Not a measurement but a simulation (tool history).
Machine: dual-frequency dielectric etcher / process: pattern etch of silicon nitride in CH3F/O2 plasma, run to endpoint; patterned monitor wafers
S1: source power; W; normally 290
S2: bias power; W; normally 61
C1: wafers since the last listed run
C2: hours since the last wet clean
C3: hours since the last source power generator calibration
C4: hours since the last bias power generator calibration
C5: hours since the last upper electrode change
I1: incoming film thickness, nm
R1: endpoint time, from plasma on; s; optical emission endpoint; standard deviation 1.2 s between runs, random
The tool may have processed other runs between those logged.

run    hour   S1  S2   C1     C2      C3      C4      C5    I1     R1
  1       0  240  67    0  480.9  2208.8     550  2492.2  96.8  142.6
         55  -- wet clean of the chamber
  2    55.5  290  61  172    0.5  2264.3   605.5  2547.7  95.1    144
  3    89.7  290  61  187   34.7  2298.5   639.7  2581.9  95.7  146.2
  4     126  290  61  198     71  2334.8     676  2618.2  97.4    147
  5   167.7  260  61  228  112.7  2376.5   717.7  2659.9  96.1  151.4
  6   204.6  290  61  201  149.6  2413.4   754.6  2696.8  95.8  145.5
  7     237  290  61  177    182  2445.8     787  2729.2  96.5  145.7
  8   282.6  290  61  249  227.6  2491.4   832.6  2774.8  96.3  142.4
  9   396.5  320  61  623  341.5  2605.3   946.5  2888.7  95.7  137.5
      448.6  -- source power generator calibrated
 10   451.5  320  61  278  396.5     2.9  1001.5  2943.7  95.7    135
      564.1  -- wet clean of the chamber
 11   568.6  320  61  509    4.5     120  1118.6  3060.8  96.6    144
 12   594.8  240  72  143   30.7   146.2  1144.8    3087  96.1  147.5
 13   657.6  260  70  343   93.5     209  1207.6  3149.8  96.1  143.1
 14   684.5  260  70  147  120.4   235.9  1234.5  3176.7  95.3  141.6
 15   748.9  330  61  352  184.8   300.3  1298.9  3241.1    96  138.8
 16   819.5  290  61  386  255.4   370.9  1369.5  3311.7  96.5  145.6
      881.1  -- upper electrode replaced
 17   882.1  320  49  211    318   433.5  1432.1       1  95.7  148.6
 18   942.8  230  51  332  378.7   494.2  1492.8    61.7  96.2  164.5
 19   985.9  310  73  235  421.8   537.3  1535.9   104.8  96.9    131
     1049.2  -- bias power generator calibrated
 20  1076.5  290  66  473  512.4   627.9    27.3   195.4  97.1  137.9
 21  1108.9  350  51  177  544.8   660.3    59.7   227.8  97.5  142.9
     1162.7  -- wet clean of the chamber
 22  1163.2  250  67  165    0.5   714.6     114   282.1  95.8    149
 23  1186.6  230  72  127   23.9     738   137.4   305.5  95.3  146.9
 24  1253.9  290  61  368   91.2   805.3   204.7   372.8  96.8  147.3
 25  1324.3  290  61  385  161.6   875.7   275.1   443.2  95.8  144.6
 26  1393.5  250  66  378  230.8   944.9   344.3   512.4  96.5  148.4
 27  1434.7  250  68  225    272   986.1   385.5   553.6  96.5  146.7
 28  1494.7  290  61  328    332  1046.1   445.5   613.6  95.8  141.5

Below, each run's measurement less what the same run would have read without the hidden state. Both values contain the same run-to-run variation, but the gauge's scatter may not be the same in both:
The hidden state here: etch rate over this chamber's usual, %; source power that arrives over what is set, %; bias power that arrives over what is set, %.
run    R1
  1  -7.4
  2  -0.6
  3  -1.1
  4  -1.6
  5  -2.3
  6  -2.7
  7  -3.1
  8  -3.6
  9    -5
 10  -5.7
 11  +0.4
 12    +0
 13  -0.9
 14  -1.3
 15  -2.1
 16  -3.1
 17  -4.1
 18  -5.5
 19  -4.9
 20  -6.3
 21    -7
 22  +0.8
 23  +0.4
 24  -0.5
 25  -1.4
 26  -2.5
 27    -3
 28  -3.7

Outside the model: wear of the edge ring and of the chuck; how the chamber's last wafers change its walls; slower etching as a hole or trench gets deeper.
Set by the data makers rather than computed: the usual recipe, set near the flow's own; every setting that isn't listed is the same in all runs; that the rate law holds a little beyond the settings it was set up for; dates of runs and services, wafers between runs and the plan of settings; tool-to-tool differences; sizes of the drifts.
